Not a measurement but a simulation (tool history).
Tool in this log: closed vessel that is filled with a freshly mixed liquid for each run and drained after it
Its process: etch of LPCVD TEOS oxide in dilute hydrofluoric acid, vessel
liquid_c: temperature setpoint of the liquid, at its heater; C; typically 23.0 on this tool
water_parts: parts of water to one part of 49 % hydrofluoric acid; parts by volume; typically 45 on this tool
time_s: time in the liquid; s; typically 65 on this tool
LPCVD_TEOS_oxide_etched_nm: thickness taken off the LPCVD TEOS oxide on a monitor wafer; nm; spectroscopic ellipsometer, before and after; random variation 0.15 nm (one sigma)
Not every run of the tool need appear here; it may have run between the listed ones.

| run | day | liquid_c | water_parts | time_s | read-back film thickness of the LPCVD TEOS oxide reference wafer, read on the same gauge (nm) | LPCVD_TEOS_oxide_etched_nm |
|---|---|---|---|---|---|---|
| 1 | 0.000 | 23.0 | 45 | 65 | 29.99 | 23.08 |
| 2 | 0.583 | 23.0 | 30 | 65 | 30.00 | 34.76 |
| 3 | 1.129 | 23.0 | 30 | 65 | 30.01 | 35.18 |
| 4 | 1.512 | 23.0 | 45 | 45 | 30.00 | 15.97 |
| 5 | 1.771 | 23.0 | 45 | 45 | 30.01 | 15.90 |
|  | 2.200 | hydrofluoric acid flow meter replaced |
| 6 | 2.262 | 23.0 | 45 | 85 | 30.00 | 30.33 |
| 7 | 2.679 | 23.0 | 45 | 85 | 30.01 | 30.21 |
| 8 | 3.088 | 23.0 | 45 | 85 | 29.99 | 30.22 |
| 9 | 3.579 | 23.0 | 45 | 45 | 29.98 | 15.87 |
|  | 3.825 | thermometer replaced |
| 10 | 4.246 | 27.0 | 55 | 100 | 30.01 | 37.40 |
| 11 | 4.550 | 26.5 | 55 | 65 | 30.00 | 23.71 |
| 12 | 5.250 | 23.0 | 45 | 65 | 29.99 | 25.82 |
| 13 | 5.888 | 25.5 | 45 | 30 | 29.99 | 12.92 |
| 14 | 6.583 | 23.0 | 45 | 65 | 29.98 | 25.16 |
| 15 | 7.100 | 23.0 | 50 | 65 | 30.00 | 22.61 |
| 16 | 7.546 | 23.0 | 45 | 65 | 30.00 | 25.58 |
| 17 | 8.121 | 26.5 | 60 | 95 | 29.98 | 31.68 |
| 18 | 8.675 | 26.0 | 25 | 95 | 30.01 | 77.58 |
| 19 | 9.233 | 21.5 | 45 | 65 | 30.02 | 23.49 |
|  | 9.583 | gauge calibrated |
| 20 | 9.633 | 23.0 | 45 | 65 | 30.00 | 25.01 |

Run 21 is up next; what results do you expect?
| 21 | 10.225 | 27.0 | 35 | 50 | ? | ? |

read-back film thickness of the LPCVD TEOS oxide reference wafer, read on the same gauge (nm): 30.01
LPCVD_TEOS_oxide_etched_nm: 29.85 nm
If the tool had no hidden condition, the same run with the same run-to-run variation would have returned LPCVD_TEOS_oxide_etched_nm 30.32 nm.

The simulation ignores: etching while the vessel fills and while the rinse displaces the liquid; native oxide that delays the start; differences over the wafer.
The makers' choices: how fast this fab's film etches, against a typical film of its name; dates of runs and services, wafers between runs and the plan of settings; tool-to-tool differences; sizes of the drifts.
